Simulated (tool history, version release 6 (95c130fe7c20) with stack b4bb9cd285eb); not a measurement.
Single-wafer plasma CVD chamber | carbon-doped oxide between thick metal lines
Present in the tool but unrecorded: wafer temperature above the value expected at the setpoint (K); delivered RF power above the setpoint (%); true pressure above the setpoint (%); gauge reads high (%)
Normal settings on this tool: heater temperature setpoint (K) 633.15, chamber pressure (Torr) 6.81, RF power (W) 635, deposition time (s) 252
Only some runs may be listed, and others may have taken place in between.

| run | hour | heater temperature setpoint (K) | chamber pressure (Torr) | RF power (W) | deposition time (s) | wafers since the last listed run | hours since the last thermocouple change | hours since the last RF generator calibration | hours since the last manometer calibration | hours since the showerhead was replaced | hours since the gauge calibration | read-back reference wafer on the same gauge, thickness_nm | mean film thickness on the monitor wafer (Å) |
|---|---|---|---|---|---|---|---|---|---|---|---|---|---|
| 1 | 0.0 | 637.15 | 6.81 | 635 | 252 | 0 | 1193.1 | 783.5 | 1037.8 | 6541.8 | 91.4 | 1639.652 | 14280.13 |
| 2 | 16.2 | 633.15 | 7.56 | 635 | 252 | 137 | 1209.3 | 799.7 | 1054.0 | 6558.0 | 107.6 | 1639.720 | 14581.43 |
| 3 | 26.9 | 633.15 | 6.81 | 635 | 252 | 91 | 1220.0 | 810.4 | 1064.7 | 6568.7 | 118.3 | 1640.344 | 14431.51 |
| 4 | 35.3 | 633.15 | 6.81 | 635 | 252 | 71 | 1228.4 | 818.8 | 1073.1 | 6577.1 | 126.7 | 1640.885 | 14419.25 |
|  | 37.0 | gauge calibrated |
| 5 | 41.5 | 633.15 | 6.81 | 635 | 252 | 52 | 1234.6 | 825.0 | 1079.3 | 6583.3 | 4.5 | 1640.023 | 14399.48 |
| 6 | 48.1 | 633.15 | 6.45 | 635 | 252 | 56 | 1241.2 | 831.6 | 1085.9 | 6589.9 | 11.1 | 1639.083 | 14248.63 |
|  | 79.7 | thermocouple changed; heater temperature recalibrated |
|  | 85.3 | RF generator calibrated |
| 7 | 85.8 | 633.15 | 6.45 | 635 | 252 | 205 | 6.1 | 0.5 | 1123.6 | 6627.6 | 48.8 | 1639.304 | 14761.66 |
| 8 | 91.3 | 633.15 | 6.45 | 635 | 252 | 46 | 11.6 | 6.0 | 1129.1 | 6633.1 | 54.3 | 1639.605 | 14773.14 |
| 9 | 107.5 | 633.15 | 6.81 | 635 | 252 | 137 | 27.8 | 22.2 | 1145.3 | 6649.3 | 70.5 | 1639.346 | 14941.04 |
| 10 | 120.8 | 633.15 | 6.81 | 635 | 252 | 113 | 41.1 | 35.5 | 1158.6 | 6662.6 | 83.8 | 1639.873 | 14901.26 |
| 11 | 133.7 | 633.15 | 6.81 | 635 | 203 | 109 | 54.0 | 48.4 | 1171.5 | 6675.5 | 96.7 | 1639.575 | 11982.59 |
|  | 151.7 | capacitance manometer re-zeroed and calibrated |
| 12 | 152.2 | 633.15 | 6.81 | 635 | 252 | 89 | 72.5 | 66.9 | 0.5 | 6694.0 | 115.2 | 1639.524 | 14846.61 |
| 13 | 157.5 | 633.15 | 5.13 | 635 | 208 | 45 | 77.8 | 72.2 | 5.8 | 6699.3 | 120.5 | 1639.614 | 11393.65 |
| 14 | 165.9 | 633.15 | 6.81 | 635 | 252 | 71 | 86.2 | 80.6 | 14.2 | 6707.7 | 128.9 | 1639.992 | 14831.65 |
|  | 166.0 | gauge calibrated |
| 15 | 175.3 | 633.15 | 8.36 | 635 | 252 | 80 | 95.6 | 90.0 | 23.6 | 6717.1 | 9.3 | 1640.090 | 15195.30 |
| 16 | 182.9 | 624.15 | 8.29 | 635 | 252 | 64 | 103.2 | 97.6 | 31.2 | 6724.7 | 16.9 | 1640.680 | 15607.14 |
|  | 192.7 | showerhead replaced |
| 17 | 197.3 | 633.15 | 6.81 | 635 | 252 | 54 | 117.6 | 112.0 | 45.6 | 4.6 | 31.3 | 1639.824 | 14851.62 |
| 18 | 213.7 | 633.15 | 5.75 | 515 | 234 | 139 | 134.0 | 128.4 | 62.0 | 21.0 | 47.7 | 1640.412 | 12136.39 |
| 19 | 227.6 | 633.15 | 6.81 | 705 | 225 | 118 | 147.9 | 142.3 | 75.9 | 34.9 | 61.6 | 1639.982 | 13815.19 |
| 20 | 244.6 | 621.15 | 6.81 | 760 | 252 | 144 | 164.9 | 159.3 | 92.9 | 51.9 | 78.6 | 1640.331 | 16602.16 |

Pick out some run-to-run changes in mean film thickness on the monitor wafer (Å). Of each, how much would a tool without hidden state show as well, from the settings, what came in and chance, and how much is left for the hidden state and any gauge scatter not in both results compared?
Run 6 -> 7: thermocouple changed; heater temperature recalibrated, RF generator calibrated. mean film thickness on the monitor wafer (Å) +513.03: hidden state +508.04, all else +4.99.
Run 12 -> 13: chamber pressure (Torr) 6.81 -> 5.13, deposition time (s) 252 -> 208. mean film thickness on the monitor wafer (Å) -3452.96: hidden state +11.11, all else -3464.07.
Run 13 -> 14: chamber pressure (Torr) 5.13 -> 6.81, deposition time (s) 208 -> 252. mean film thickness on the monitor wafer (Å) +3438.00: hidden state -19.24, all else +3457.24.
Run 19 -> 20: heater temperature setpoint (K) 633.15 -> 621.15, RF power (W) 705 -> 760, deposition time (s) 225 -> 252. mean film thickness on the monitor wafer (Å) +2786.97: hidden state -30.01, all else +2816.98.
